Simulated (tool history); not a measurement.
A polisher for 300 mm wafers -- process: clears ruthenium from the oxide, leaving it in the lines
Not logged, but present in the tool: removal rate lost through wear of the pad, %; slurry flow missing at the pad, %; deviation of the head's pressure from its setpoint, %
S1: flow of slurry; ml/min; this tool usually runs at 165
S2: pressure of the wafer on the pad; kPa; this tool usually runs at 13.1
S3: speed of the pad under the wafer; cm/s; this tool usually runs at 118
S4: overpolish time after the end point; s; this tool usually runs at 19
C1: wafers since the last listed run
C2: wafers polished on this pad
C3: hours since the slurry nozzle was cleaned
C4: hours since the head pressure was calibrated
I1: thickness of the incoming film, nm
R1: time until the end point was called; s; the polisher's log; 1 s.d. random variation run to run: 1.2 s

{"run": 1, "day": 0.0, "S1": 165, "S2": 15.2, "S3": 118, "S4": 19, "C1": 0, "C2": 924, "C3": 408.4, "C4": 247.4, "I1": 139.8, "R1": 127.1}
{"run": 2, "day": 1.138, "S1": 165, "S2": 15.2, "S3": 118, "S4": 19, "C1": 300, "C2": 1224, "C3": 435.7, "C4": 274.7, "I1": 140.1, "R1": 128.7}
{"run": 3, "day": 2.554, "S1": 165, "S2": 15.2, "S3": 118, "S4": 19, "C1": 373, "C2": 1598, "C3": 469.7, "C4": 308.7, "I1": 138.4, "R1": 126.6}
{"run": 4, "day": 3.362, "S1": 165, "S2": 13.1, "S3": 118, "S4": 19, "C1": 213, "C2": 1811, "C3": 489.1, "C4": 328.1, "I1": 139.5, "R1": 144.9}
{"run": 5, "day": 4.383, "S1": 165, "S2": 13.1, "S3": 118, "S4": 19, "C1": 269, "C2": 2080, "C3": 513.6, "C4": 352.6, "I1": 141.5, "R1": 148.9}
{"day": 5.271, "done": "worn pad replaced by a new one"}
{"run": 6, "day": 5.55, "S1": 165, "S2": 13.1, "S3": 118, "S4": 19, "C1": 263, "C2": 73, "C3": 541.6, "C4": 380.6, "I1": 140.4, "R1": 150.1}
{"run": 7, "day": 6.233, "S1": 165, "S2": 13.1, "S3": 118, "S4": 19, "C1": 180, "C2": 253, "C3": 558, "C4": 397, "I1": 140.9, "R1": 150.1}
{"run": 8, "day": 7.208, "S1": 165, "S2": 13.1, "S3": 118, "S4": 19, "C1": 257, "C2": 510, "C3": 581.4, "C4": 420.4, "I1": 138.5, "R1": 145.7}
{"run": 9, "day": 7.962, "S1": 165, "S2": 13.1, "S3": 118, "S4": 19, "C1": 198, "C2": 709, "C3": 599.5, "C4": 438.5, "I1": 139.9, "R1": 149.5}
{"run": 10, "day": 8.754, "S1": 165, "S2": 13.1, "S3": 118, "S4": 19, "C1": 208, "C2": 918, "C3": 618.5, "C4": 457.5, "I1": 141.2, "R1": 148.7}
{"day": 9.025, "done": "slurry nozzle cleaned"}
{"run": 11, "day": 9.379, "S1": 165, "S2": 13.1, "S3": 118, "S4": 19, "C1": 153, "C2": 1072, "C3": 8.5, "C4": 472.5, "I1": 140.5, "R1": 136.4}
{"run": 12, "day": 9.996, "S1": 165, "S2": 13.1, "S3": 118, "S4": 19, "C1": 162, "C2": 1235, "C3": 23.3, "C4": 487.3, "I1": 140, "R1": 136.9}
{"run": 13, "day": 11.383, "S1": 165, "S2": 13.1, "S3": 118, "S4": 19, "C1": 365, "C2": 1601, "C3": 56.6, "C4": 520.6, "I1": 142, "R1": 141.7}
{"run": 14, "day": 12.246, "S1": 165, "S2": 13.1, "S3": 118, "S4": 19, "C1": 227, "C2": 1828, "C3": 77.3, "C4": 541.3, "I1": 141.3, "R1": 138.1}
{"run": 15, "day": 13.088, "S1": 165, "S2": 13.1, "S3": 118, "S4": 19, "C1": 221, "C2": 2050, "C3": 97.5, "C4": 561.5, "I1": 139.3, "R1": 139.5}
{"day": 13.5, "done": "worn pad replaced by a new one"}
{"run": 16, "day": 14.442, "S1": 165, "S2": 13.1, "S3": 118, "S4": 19, "C1": 313, "C2": 248, "C3": 130, "C4": 594, "I1": 141.3, "R1": 143.5}
{"run": 17, "day": 15.267, "S1": 165, "S2": 13.1, "S3": 118, "S4": 19, "C1": 217, "C2": 466, "C3": 149.8, "C4": 613.8, "I1": 139.1, "R1": 140}
{"run": 18, "day": 16.275, "S1": 165, "S2": 13.1, "S3": 118, "S4": 19, "C1": 265, "C2": 732, "C3": 174, "C4": 638, "I1": 138.8, "R1": 139.1}
{"run": 19, "day": 17.571, "S1": 145, "S2": 11, "S3": 118, "S4": 19, "C1": 341, "C2": 1073, "C3": 205.1, "C4": 669.1, "I1": 140.4, "R1": 173.1}
{"run": 20, "day": 18.271, "S1": 145, "S2": 13.1, "S3": 108, "S4": 28, "C1": 184, "C2": 1258, "C3": 221.9, "C4": 685.9, "I1": 140.7, "R1": 163.1}
{"run": 21, "day": 19.438, "S1": 110, "S2": 11, "S3": 102, "S4": 9, "C1": 307, "C2": 1566, "C3": 249.9, "C4": 713.9, "I1": 138.8, "R1": 211.4}
{"run": 22, "day": 20.454, "S1": 165, "S2": 13.1, "S3": 118, "S4": 19, "C1": 268, "C2": 1834, "C3": 274.3, "C4": 738.3, "I1": 138.7, "R1": 142}
{"day": 20.858, "done": "worn pad replaced by a new one"}
{"run": 23, "day": 21.533, "S1": 165, "S2": 15.2, "S3": 118, "S4": 19, "C1": 240, "C2": 178, "C3": 300.2, "C4": 764.2, "I1": 139.4, "R1": 126.4}
{"run": 24, "day": 22.8, "S1": 145, "S2": 13.1, "S3": 118, "S4": 19, "C1": 334, "C2": 512, "C3": 330.6, "C4": 794.6, "I1": 138.5, "R1": 152.4}
{"run": 25, "day": 24.188, "S1": 165, "S2": 13.1, "S3": 118, "S4": 19, "C1": 365, "C2": 878, "C3": 363.9, "C4": 827.9, "I1": 141.3, "R1": 149.7}
{"run": 26, "day": 27.954, "S1": 225, "S2": 15.2, "S3": 130, "S4": 14, "C1": 993, "C2": 1871, "C3": 454.3, "C4": 918.3, "I1": 137.2, "R1": 109.7}
{"run": 27, "day": 30.038, "S1": 165, "S2": 13.1, "S3": 136, "S4": 10, "C1": 549, "C2": 2421, "C3": 504.3, "C4": 968.3, "I1": 140.9, "R1": 129.7}
{"day": 30.504, "done": "worn pad replaced by a new one"}
{"run": 28, "day": 30.933, "S1": 165, "S2": 15.2, "S3": 118, "S4": 19, "C1": 192, "C2": 113, "C3": 525.8, "C4": 989.8, "I1": 141.7, "R1": 129}
{"day": 33.138, "done": "slurry nozzle cleaned"}
{"day": 33.742, "done": "head pressure recalibrated"}
{"run": 29, "day": 34.054, "S1": 165, "S2": 8.3, "S3": 134, "S4": 19, "C1": 790, "C2": 903, "C3": 22, "C4": 7.5, "I1": 142.3, "R1": 186.2}
{"run": 30, "day": 34.925, "S1": 185, "S2": 16.5, "S3": 86, "S4": 19, "C1": 229, "C2": 1132, "C3": 42.9, "C4": 28.4, "I1": 137.2, "R1": 146.8}
{"run": 31, "day": 36.046, "S1": 135, "S2": 13.1, "S3": 118, "S4": 19, "C1": 295, "C2": 1428, "C3": 69.8, "C4": 55.3, "I1": 141.9, "R1": 147.6}
{"run": 32, "day": 37.421, "S1": 165, "S2": 17.2, "S3": 118, "S4": 10, "C1": 362, "C2": 1791, "C3": 102.8, "C4": 88.3, "I1": 140.6, "R1": 109.5}
{"run": 33, "day": 37.921, "S1": 165, "S2": 9, "S3": 94, "S4": 19, "C1": 131, "C2": 1922, "C3": 114.8, "C4": 100.3, "I1": 141.7, "R1": 251.6}
{"run": 34, "day": 39.238, "S1": 195, "S2": 9.7, "S3": 146, "S4": 25, "C1": 347, "C2": 2270, "C3": 146.4, "C4": 131.9, "I1": 140.4, "R1": 148.9}
{"day": 39.95, "done": "worn pad replaced by a new one"}
{"run": 35, "day": 39.971, "S1": 165, "S2": 13.1, "S3": 118, "S4": 11, "C1": 149, "C2": 5, "C3": 164, "C4": 149.5, "I1": 142.1, "R1": 144.8}
{"run": 36, "day": 40.421, "S1": 165, "S2": 13.1, "S3": 118, "S4": 19, "C1": 118, "C2": 124, "C3": 174.8, "C4": 160.3, "I1": 141.2, "R1": 144.3}
{"run": 37, "day": 40.933, "S1": 165, "S2": 13.1, "S3": 154, "S4": 29, "C1": 135, "C2": 259, "C3": 187.1, "C4": 172.6, "I1": 138.7, "R1": 110.9}
{"run": 38, "day": 42.262, "S1": 130, "S2": 11.7, "S3": 84, "S4": 14, "C1": 350, "C2": 610, "C3": 219, "C4": 204.5, "I1": 136.9, "R1": 235.3}

Predict each of these 3 candidate next runs independently; none follows another, all start after run 38:
{"run": "A", "day": 42.283, "S1": 115, "S2": 13.1, "S3": 118, "S4": 19, "C1": 5, "C2": 615, "C3": 219.5, "C4": 205, "I1": 139.3, "R1": "?"}
{"run": "B", "day": 42.283, "S1": 165, "S2": 13.1, "S3": 118, "S4": 26, "C1": 5, "C2": 615, "C3": 219.5, "C4": 205, "I1": 139.3, "R1": "?"}
{"run": "C", "day": 42.283, "S1": 165, "S2": 11.7, "S3": 118, "S4": 19, "C1": 5, "C2": 615, "C3": 219.5, "C4": 205, "I1": 139.3, "R1": "?"}

run=A R1=161.3
run=B R1=145.7
run=C R1=161.4
With no hidden state in the tool, these same runs would have given:
run=A R1=144.8
run=B R1=134.9
run=C R1=149.4

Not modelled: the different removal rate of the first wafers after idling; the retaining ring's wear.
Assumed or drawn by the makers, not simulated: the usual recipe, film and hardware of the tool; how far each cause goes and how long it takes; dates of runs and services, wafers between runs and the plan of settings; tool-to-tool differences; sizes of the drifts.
